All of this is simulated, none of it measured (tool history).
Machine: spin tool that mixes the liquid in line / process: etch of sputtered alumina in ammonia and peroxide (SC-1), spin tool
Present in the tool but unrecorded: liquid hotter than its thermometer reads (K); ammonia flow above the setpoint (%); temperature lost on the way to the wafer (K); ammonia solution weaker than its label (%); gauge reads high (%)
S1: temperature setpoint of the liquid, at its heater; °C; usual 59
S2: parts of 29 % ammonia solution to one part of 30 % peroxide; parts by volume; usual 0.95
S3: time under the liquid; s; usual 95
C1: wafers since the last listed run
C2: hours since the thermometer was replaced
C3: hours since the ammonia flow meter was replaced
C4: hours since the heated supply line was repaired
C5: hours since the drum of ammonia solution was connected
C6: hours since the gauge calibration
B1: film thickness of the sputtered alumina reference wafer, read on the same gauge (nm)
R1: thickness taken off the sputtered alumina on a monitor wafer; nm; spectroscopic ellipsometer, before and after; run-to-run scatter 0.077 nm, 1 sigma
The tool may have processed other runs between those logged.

| run | hour | S1 | S2 | S3 | C1 | C2 | C3 | C4 | C5 | C6 | B1 | R1 |
|---|---|---|---|---|---|---|---|---|---|---|---|---|
| 1 | 0 | 59 | 0.95 | 95 | 0 | 808.1 | 408.3 | 1515.1 | 556.3 | 1304.1 | 50 | 12.24 |
| 2 | 41.7 | 59 | 0.95 | 95 | 240 | 849.8 | 450 | 1556.8 | 598 | 1345.8 | 50 | 12.15 |
| 3 | 126.9 | 59 | 0.95 | 95 | 491 | 935 | 535.2 | 1642 | 683.2 | 1431 | 50.04 | 12.03 |
|  | 151.5 | new drum of ammonia solution connected |
| 4 | 183.9 | 59 | 0.95 | 95 | 322 | 992 | 592.2 | 1699 | 32.4 | 1488 | 49.98 | 12.14 |
| 5 | 264.3 | 59 | 0.95 | 95 | 463 | 1072.4 | 672.6 | 1779.4 | 112.8 | 1568.4 | 49.95 | 12.26 |
|  | 292.5 | gauge calibrated |
| 6 | 354.2 | 59 | 0.95 | 95 | 518 | 1162.3 | 762.5 | 1869.3 | 202.7 | 61.7 | 49.98 | 12.18 |
| 7 | 444.5 | 59 | 0.95 | 95 | 520 | 1252.6 | 852.8 | 1959.6 | 293 | 152 | 50.03 | 12.26 |
| 8 | 528.6 | 59 | 0.95 | 95 | 484 | 1336.7 | 936.9 | 2043.7 | 377.1 | 236.1 | 50 | 12.29 |
| 9 | 631.6 | 59 | 0.95 | 95 | 593 | 1439.7 | 1039.9 | 2146.7 | 480.1 | 339.1 | 50 | 12.31 |
| 10 | 723.4 | 59 | 0.95 | 95 | 529 | 1531.5 | 1131.7 | 2238.5 | 571.9 | 430.9 | 50.03 | 12.37 |
| 11 | 822.8 | 59 | 0.95 | 95 | 572 | 1630.9 | 1231.1 | 2337.9 | 671.3 | 530.3 | 50.03 | 12.27 |
|  | 922.3 | new drum of ammonia solution connected |
| 12 | 1115.1 | 59 | 0.95 | 145 | 1679 | 1923.2 | 1523.4 | 2630.2 | 192.8 | 822.6 | 50.01 | 18.96 |
| 13 | 1195.6 | 50 | 0.65 | 95 | 464 | 2003.7 | 1603.9 | 2710.7 | 273.3 | 903.1 | 49.98 | 7.41 |
|  | 1383.3 | thermometer replaced |
| 14 | 1417.5 | 50 | 0.85 | 110 | 1273 | 34.2 | 1825.8 | 2932.6 | 495.2 | 1125 | 49.98 | 8.45 |
| 15 | 1606.5 | 59 | 0.95 | 145 | 1089 | 223.2 | 2014.8 | 3121.6 | 684.2 | 1314 | 49.99 | 18.18 |
|  | 1610.7 | ammonia flow meter replaced |
| 16 | 1644.9 | 64 | 0.95 | 95 | 215 | 261.6 | 34.2 | 3160 | 722.6 | 1352.4 | 49.99 | 15.23 |
| 17 | 1701.5 | 59 | 0.95 | 95 | 326 | 318.2 | 90.8 | 3216.6 | 779.2 | 1409 | 49.98 | 11.89 |
|  | 1719 | gauge calibrated |
|  | 1741.6 | new drum of ammonia solution connected |
|  | 1747.4 | heated supply line repaired |
| 18 | 1956 | 59 | 0.95 | 45 | 1455 | 572.7 | 345.3 | 208.6 | 214.4 | 237 | 50 | 5.68 |
| 19 | 2003.4 | 65 | 0.95 | 95 | 273 | 620.1 | 392.7 | 256 | 261.8 | 284.4 | 50.01 | 16.34 |
| 20 | 2103.8 | 62 | 0.95 | 95 | 578 | 720.5 | 493.1 | 356.4 | 362.2 | 384.8 | 50.02 | 13.99 |
| 21 | 2189.9 | 59 | 0.95 | 95 | 496 | 806.6 | 579.2 | 442.5 | 448.3 | 470.9 | 50 | 12.07 |
| 22 | 2261.4 | 66 | 0.95 | 70 | 412 | 878.1 | 650.7 | 514 | 519.8 | 542.4 | 50.02 | 12.64 |

Each row is a separate what-if for the run after 22, all from the same tool condition, not one after another. Results?
| A | 2261.8 | 59 | 1.15 | 95 | 2 | 878.5 | 651.1 | 514.4 | 520.2 | 542.8 | ? | ? |
| B | 2261.8 | 63 | 0.6 | 95 | 2 | 878.5 | 651.1 | 514.4 | 520.2 | 542.8 | ? | ? |
| C | 2261.8 | 67 | 0.95 | 125 | 2 | 878.5 | 651.1 | 514.4 | 520.2 | 542.8 | ? | ? |
| D | 2261.8 | 49.5 | 0.95 | 95 | 2 | 878.5 | 651.1 | 514.4 | 520.2 | 542.8 | ? | ? |
| E | 2261.8 | 61.5 | 1.15 | 125 | 2 | 878.5 | 651.1 | 514.4 | 520.2 | 542.8 | ? | ? |

| run | B1 | R1 |
|---|---|---|
| A | 50.02 | 12.26 |
| B | 50.02 | 14.13 |
| C | 50.02 | 23.67 |
| D | 50.02 | 7.27 |
| E | 50.02 | 18.33 |
Without the tool's unlogged condition, the same runs would have read:
| run | R1 |
|---|---|
| A | 11.96 |
| B | 13.79 |
| C | 23.11 |
| D | 7.07 |
| E | 17.88 |
